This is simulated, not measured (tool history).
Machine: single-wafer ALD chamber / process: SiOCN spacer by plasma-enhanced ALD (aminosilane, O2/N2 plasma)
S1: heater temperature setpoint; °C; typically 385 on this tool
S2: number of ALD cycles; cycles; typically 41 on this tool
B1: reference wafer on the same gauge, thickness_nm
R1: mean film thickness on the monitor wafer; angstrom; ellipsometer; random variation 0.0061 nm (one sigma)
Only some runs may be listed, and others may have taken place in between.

run 1 hour=0 | S1=379 S2=41 | B1=2.12 | R1=24.52
run 2 hour=27.9 | S1=385 S2=41 | B1=2.122 | R1=24.68
run 3 hour=63.2 | S1=393 S2=37 | B1=2.123 | R1=22.21
run 4 hour=114.9 | S1=393 S2=37 | B1=2.121 | R1=22.16
run 5 hour=154.5 | S1=393 S2=37 | B1=2.12 | R1=22.23
run 6 hour=200 | S1=385 S2=41 | B1=2.122 | R1=24.51
run 7 hour=235.6 | S1=385 S2=41 | B1=2.119 | R1=24.75
run 8 hour=261.8 | S1=385 S2=41 | B1=2.119 | R1=24.6
run 9 hour=302.8 | S1=385 S2=41 | B1=2.121 | R1=24.55
run 10 hour=352.8 | S1=389 S2=44 | B1=2.12 | R1=26.37
run 11 hour=424.7 | S1=389 S2=44 | B1=2.119 | R1=26.45
-- hour=436.5 thermocouple changed; heater temperature recalibrated
run 12 hour=481.8 | S1=389 S2=44 | B1=2.12 | R1=26.23
-- hour=486.9 gauge calibrated
run 13 hour=536.3 | S1=385 S2=47 | B1=2.122 | R1=28.19
run 14 hour=598.4 | S1=385 S2=47 | B1=2.12 | R1=28.18
run 15 hour=628.4 | S1=385 S2=47 | B1=2.12 | R1=28.22
run 16 hour=699.8 | S1=385 S2=41 | B1=2.12 | R1=24.57
run 17 hour=735.7 | S1=391 S2=37 | B1=2.121 | R1=22.19
run 18 hour=760.2 | S1=396 S2=34 | B1=2.119 | R1=20.37
run 19 hour=789.7 | S1=393 S2=37 | B1=2.118 | R1=22.21
run 20 hour=835.6 | S1=390 S2=41 | B1=2.119 | R1=24.57
run 21 hour=875.2 | S1=389 S2=37 | B1=2.121 | R1=22.17
run 22 hour=923.6 | S1=376 S2=37 | B1=2.118 | R1=22.16
run 23 hour=993.3 | S1=385 S2=41 | B1=2.12 | R1=24.58
run 24 hour=1018.3 | S1=385 S2=41 | B1=2.12 | R1=24.62
run 25 hour=1051.7 | S1=373 S2=39 | B1=2.12 | R1=23.37
run 26 hour=1114.5 | S1=396 S2=48 | B1=2.12 | R1=28.68
run 27 hour=1149.9 | S1=395 S2=35 | B1=2.12 | R1=20.92
run 28 hour=1198.6 | S1=393 S2=37 | B1=2.119 | R1=22.21
run 29 hour=1242.3 | S1=394 S2=44 | B1=2.12 | R1=26.41
run 30 hour=1274.9 | S1=389 S2=41 | B1=2.12 | R1=24.62
run 31 hour=1338.4 | S1=398 S2=38 | B1=2.12 | R1=22.86
run 32 hour=1373.3 | S1=389 S2=46 | B1=2.121 | R1=27.54

What if the next run were any one of these 5? Each begins from the tool's condition after run 32:
run A hour=1373.8 | S1=385 S2=41 | B1=? | R1=?
run B hour=1373.8 | S1=385 S2=46 | B1=? | R1=?
run C hour=1373.8 | S1=394 S2=47 | B1=? | R1=?
run D hour=1373.8 | S1=385 S2=45 | B1=? | R1=?
run E hour=1373.8 | S1=385 S2=33 | B1=? | R1=?

run=A B1=2.12 R1=24.57
run=B B1=2.12 R1=27.56
run=C B1=2.12 R1=28.16
run=D B1=2.12 R1=26.96
run=E B1=2.12 R1=19.77
With the hidden condition removed and each run's random variation left untouched, the same runs would have given:
run=A R1=24.57
run=B R1=27.56
run=C R1=28.16
run=D R1=26.96
run=E R1=19.77
